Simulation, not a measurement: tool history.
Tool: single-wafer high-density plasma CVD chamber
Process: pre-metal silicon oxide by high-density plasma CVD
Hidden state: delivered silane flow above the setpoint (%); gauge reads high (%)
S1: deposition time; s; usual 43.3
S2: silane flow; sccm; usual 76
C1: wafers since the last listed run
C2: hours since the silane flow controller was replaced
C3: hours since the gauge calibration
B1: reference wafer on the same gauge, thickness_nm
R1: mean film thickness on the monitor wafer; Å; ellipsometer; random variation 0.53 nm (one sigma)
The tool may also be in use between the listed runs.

run,hour,S1,S2,C1,C2,C3,B1,R1
1,0.0,43.3,79,0,4461.6,83.9,412.041,3643.00
2,14.3,43.3,79,310,4475.9,98.2,411.948,3642.98
3,25.6,43.3,86,245,4487.2,109.5,411.964,3963.76
4,37.4,43.3,86,256,4499.0,121.3,412.018,3954.10
5,52.3,43.3,86,323,4513.9,136.2,412.142,3960.70
6,64.2,49.6,76,258,4525.8,148.1,412.027,4016.48
7,71.3,49.6,76,154,4532.9,155.2,412.117,4000.58
# hour 89.8: silane flow controller replaced
8,90.3,37.0,76,238,0.5,174.2,411.952,2997.77
9,100.4,47.6,82,219,10.6,184.3,411.956,4157.63
10,112.4,43.3,76,260,22.6,196.3,412.008,3497.33
# hour 124.4: gauge calibrated
11,124.6,37.8,65,264,34.8,0.2,411.845,2616.79
12,136.1,40.9,86,249,46.3,11.7,412.068,3737.57
13,147.8,36.1,89,253,58.0,23.4,412.046,3417.49
14,158.6,43.3,71,234,68.8,34.2,411.902,3274.63
15,172.2,37.0,76,295,82.4,47.8,412.006,2993.24

4 ways to go on from here, each from the tool as it stands after run 15. What would each give?
A,172.6,46.3,76,8,82.8,48.2,?,?
B,172.6,36.1,82,8,82.8,48.2,?,?
C,172.6,37.5,80,8,82.8,48.2,?,?
D,172.6,46.4,89,8,82.8,48.2,?,?

run,B1,R1
A,411.992,3749.33
B,411.992,3154.13
C,411.992,3196.54
D,411.992,4400.15
Without the tool's hidden state the same runs would have given:
run,R1
A,3749.33
B,3154.13
C,3196.54
D,4400.15
